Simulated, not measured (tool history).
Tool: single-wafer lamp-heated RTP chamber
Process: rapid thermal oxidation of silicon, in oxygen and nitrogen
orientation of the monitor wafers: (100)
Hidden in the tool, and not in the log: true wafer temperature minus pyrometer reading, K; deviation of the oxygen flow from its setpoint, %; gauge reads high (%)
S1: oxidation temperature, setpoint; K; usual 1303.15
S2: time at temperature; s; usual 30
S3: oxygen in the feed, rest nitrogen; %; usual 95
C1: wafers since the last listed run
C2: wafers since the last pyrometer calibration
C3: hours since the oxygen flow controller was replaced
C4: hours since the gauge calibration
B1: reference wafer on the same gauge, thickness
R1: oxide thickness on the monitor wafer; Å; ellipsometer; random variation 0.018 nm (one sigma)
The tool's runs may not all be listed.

run,hour,S1,S2,S3,C1,C2,C3,C4,B1,R1
1,0,1303.15,30,95,0,4452,4910.8,140.3,4.939,59.34
2,13.2,1303.15,26,72,120,4572,4924,153.5,4.941,51.11
3,22.2,1303.15,26,72,82,4655,4933,162.5,4.938,50.83
4,37.6,1303.15,26,72,140,4795,4948.4,177.9,4.942,50.91
5,50.5,1303.15,30,87,117,4913,4961.3,190.8,4.936,57.77
6,60.4,1303.15,30,98,90,5004,4971.2,200.7,4.945,60.09
# hour 78.3: pyrometer window cleaned and pyrometer calibrated
# hour 82.1: oxygen flow controller replaced
7,82.6,1303.15,30,98,94,4,0.5,222.9,4.94,57.15
8,82.9,1303.15,30,98,2,7,0.8,223.2,4.935,57.37
# hour 87.6: gauge calibrated
9,88.2,1318.15,30,95,48,55,6.1,0.6,4.942,63.34
10,96.6,1310.15,30,95,76,132,14.5,9,4.938,59.79
11,110.8,1303.15,30,95,129,262,28.7,23.2,4.941,57.33
12,127.1,1303.15,43,98,149,411,45,39.5,4.941,67.7
13,139,1303.15,30,95,108,520,56.9,51.4,4.941,57.37
14,151.6,1290.15,15,98,115,635,69.5,64,4.935,40.39
15,163,1320.15,16,98,104,739,80.9,75.4,4.938,50.71
16,178.3,1303.15,30,95,139,879,96.2,90.7,4.943,58.12
17,186.4,1291.15,21,98,74,953,104.3,98.8,4.94,46.68
18,197.2,1303.15,30,95,98,1052,115.1,109.6,4.933,58.26
19,205.8,1327.15,17,98,78,1131,123.7,118.2,4.935,54.77
20,232.3,1321.15,30,95,242,1373,150.2,144.7,4.941,66.06

The tool's hidden state at each run:
deviation of the oxygen flow from its setpoint, %: 0 in every run
gauge reads high (%): 0 in every run
H1: true wafer temperature minus pyrometer reading, K
run,H1
1,7.07
2,7.1
3,7.12
4,7.15
5,7.17
6,7.19
7,0.694
8,0.706
9,0.923
10,1.25
11,1.77
12,2.32
13,2.69
14,3.05
15,3.36
16,3.74
17,3.92
18,4.16
19,4.34
20,4.83

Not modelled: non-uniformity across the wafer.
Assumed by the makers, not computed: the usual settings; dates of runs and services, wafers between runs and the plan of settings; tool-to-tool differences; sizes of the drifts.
